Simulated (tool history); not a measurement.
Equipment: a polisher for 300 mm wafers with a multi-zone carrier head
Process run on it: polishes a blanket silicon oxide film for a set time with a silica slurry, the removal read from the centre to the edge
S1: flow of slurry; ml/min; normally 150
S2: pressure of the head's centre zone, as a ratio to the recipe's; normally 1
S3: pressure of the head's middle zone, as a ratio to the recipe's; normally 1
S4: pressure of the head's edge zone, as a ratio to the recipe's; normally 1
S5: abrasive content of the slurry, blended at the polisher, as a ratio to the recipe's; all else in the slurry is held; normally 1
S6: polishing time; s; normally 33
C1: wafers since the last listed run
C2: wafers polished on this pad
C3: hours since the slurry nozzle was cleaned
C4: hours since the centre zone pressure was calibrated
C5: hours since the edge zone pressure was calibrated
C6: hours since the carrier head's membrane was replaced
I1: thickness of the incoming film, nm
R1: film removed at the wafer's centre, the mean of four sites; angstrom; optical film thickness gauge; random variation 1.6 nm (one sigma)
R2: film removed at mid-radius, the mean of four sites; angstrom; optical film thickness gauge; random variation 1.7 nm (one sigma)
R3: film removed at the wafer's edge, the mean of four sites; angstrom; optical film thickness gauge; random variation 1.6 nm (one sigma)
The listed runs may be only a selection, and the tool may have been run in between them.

run 1 hour=0 | S1=150 S2=1 S3=1 S4=1 S5=1 S6=33 | C1=0 C2=4210 C3=580.8 C4=261.2 C5=922.3 C6=854.4 | I1=1677.6 | R1=1099 R2=1124 R3=1134
-- hour=90.6 worn pad replaced by a new one
run 2 hour=243 | S1=150 S2=1 S3=1 S4=1 S5=1 S6=33 | C1=2700 C2=1722 C3=823.8 C4=504.2 C5=1165.3 C6=1097.4 | I1=1686 | R1=1093 R2=1127 R3=1137
-- hour=265.6 centre zone pressure recalibrated
-- hour=279.2 edge zone pressure recalibrated
run 3 hour=289.6 | S1=150 S2=1 S3=1 S4=1 S5=1 S6=33 | C1=481 C2=2203 C3=870.4 C4=24 C5=10.4 C6=1144 | I1=1665.7 | R1=1116 R2=1091 R3=1149
-- hour=291.5 slurry nozzle cleaned
run 4 hour=385.2 | S1=150 S2=1 S3=1 S4=1 S5=1 S6=33 | C1=1069 C2=3272 C3=93.7 C4=119.6 C5=106 C6=1239.6 | I1=1681.8 | R1=1108 R2=1133 R3=1142
run 5 hour=485.3 | S1=150 S2=1 S3=1 S4=1 S5=1 S6=33 | C1=1131 C2=4403 C3=193.8 C4=219.7 C5=206.1 C6=1339.7 | I1=1645.7 | R1=1099 R2=1156 R3=1123
run 6 hour=541.7 | S1=150 S2=1 S3=1 S4=1 S5=1 S6=33 | C1=637 C2=5041 C3=250.2 C4=276.1 C5=262.5 C6=1396.1 | I1=1697 | R1=1124 R2=1153 R3=1137
-- hour=629.6 worn pad replaced by a new one
run 7 hour=636.9 | S1=150 S2=1 S3=0.93 S4=1 S5=1 S6=26 | C1=1030 C2=83 C3=345.4 C4=371.3 C5=357.7 C6=1491.3 | I1=1667.5 | R1=867 R2=840 R3=882
run 8 hour=721.7 | S1=150 S2=0.93 S3=1 S4=1 S5=1.2 S6=33 | C1=958 C2=1041 C3=430.2 C4=456.1 C5=442.5 C6=1576.1 | I1=1679.8 | R1=1142 R2=1240 R3=1208
run 9 hour=799.7 | S1=150 S2=1 S3=1 S4=0.88 S5=1 S6=33 | C1=881 C2=1922 C3=508.2 C4=534.1 C5=520.5 C6=1654.1 | I1=1651.6 | R1=1154 R2=1157 R3=1086
-- hour=811.3 centre zone pressure recalibrated
run 10 hour=894.3 | S1=150 S2=1 S3=1 S4=1 S5=1 S6=33 | C1=1046 C2=2969 C3=602.8 C4=83 C5=615.1 C6=1748.7 | I1=1683 | R1=1129 R2=1137 R3=1147
run 11 hour=963.8 | S1=110 S2=1.09 S3=1.08 S4=1 S5=1 S6=33 | C1=785 C2=3754 C3=672.3 C4=152.5 C5=684.6 C6=1818.2 | I1=1640.1 | R1=1146 R2=1131 R3=1111
run 12 hour=1058.1 | S1=150 S2=1.06 S3=1 S4=0.9 S5=1.15 S6=33 | C1=1065 C2=4820 C3=766.6 C4=246.8 C5=778.9 C6=1912.5 | I1=1700 | R1=1254 R2=1231 R3=1171
run 13 hour=1134 | S1=150 S2=1 S3=1 S4=1 S5=1 S6=33 | C1=857 C2=5678 C3=842.5 C4=322.7 C5=854.8 C6=1988.4 | I1=1692.1 | R1=1135 R2=1132 R3=1150
-- hour=1175.1 worn pad replaced by a new one
-- hour=1241.6 slurry nozzle cleaned
-- hour=1267 centre zone pressure recalibrated
run 14 hour=1349.1 | S1=150 S2=1 S3=1.09 S4=1 S5=1 S6=41 | C1=2351 C2=1932 C3=107.5 C4=82.1 C5=1069.9 C6=2203.5 | I1=1645 | R1=1381 R2=1530 R3=1384
-- hour=1416.2 carrier head's membrane replaced by a new one
-- hour=1600 edge zone pressure recalibrated
run 15 hour=1623.5 | S1=150 S2=1 S3=1.09 S4=1 S5=1 S6=23 | C1=3021 C2=4954 C3=381.9 C4=356.5 C5=23.5 C6=207.3 | I1=1671.1 | R1=794 R2=856 R3=789
run 16 hour=1660.2 | S1=150 S2=1.09 S3=1 S4=1.05 S5=1 S6=33 | C1=414 C2=5368 C3=418.6 C4=393.2 C5=60.2 C6=244 | I1=1684.3 | R1=1227 R2=1132 R3=1200
-- hour=1712.5 worn pad replaced by a new one
run 17 hour=1716.2 | S1=190 S2=1 S3=0.9 S4=1 S5=0.8 S6=28 | C1=587 C2=41 C3=474.6 C4=449.2 C5=116.2 C6=300 | I1=1668.5 | R1=842 R2=796 R3=882

Expected results for the next run?
-- hour=1802.3 centre zone pressure recalibrated
run 18 hour=1807 | S1=150 S2=1 S3=0.89 S4=1.1 S5=1 S6=33 | C1=1003 C2=1045 C3=565.4 C4=4.7 C5=207 C6=390.8 | I1=1649.2 | R1=? R2=? R3=?

Run 18 gave R1 1126 angstrom, R2 1014 angstrom, R3 1201 angstrom.
Take away the tool's hidden state, keep the run-to-run variation as it was, and the same run would have given R1 1126 angstrom, R2 1014 angstrom, R3 1201 angstrom.
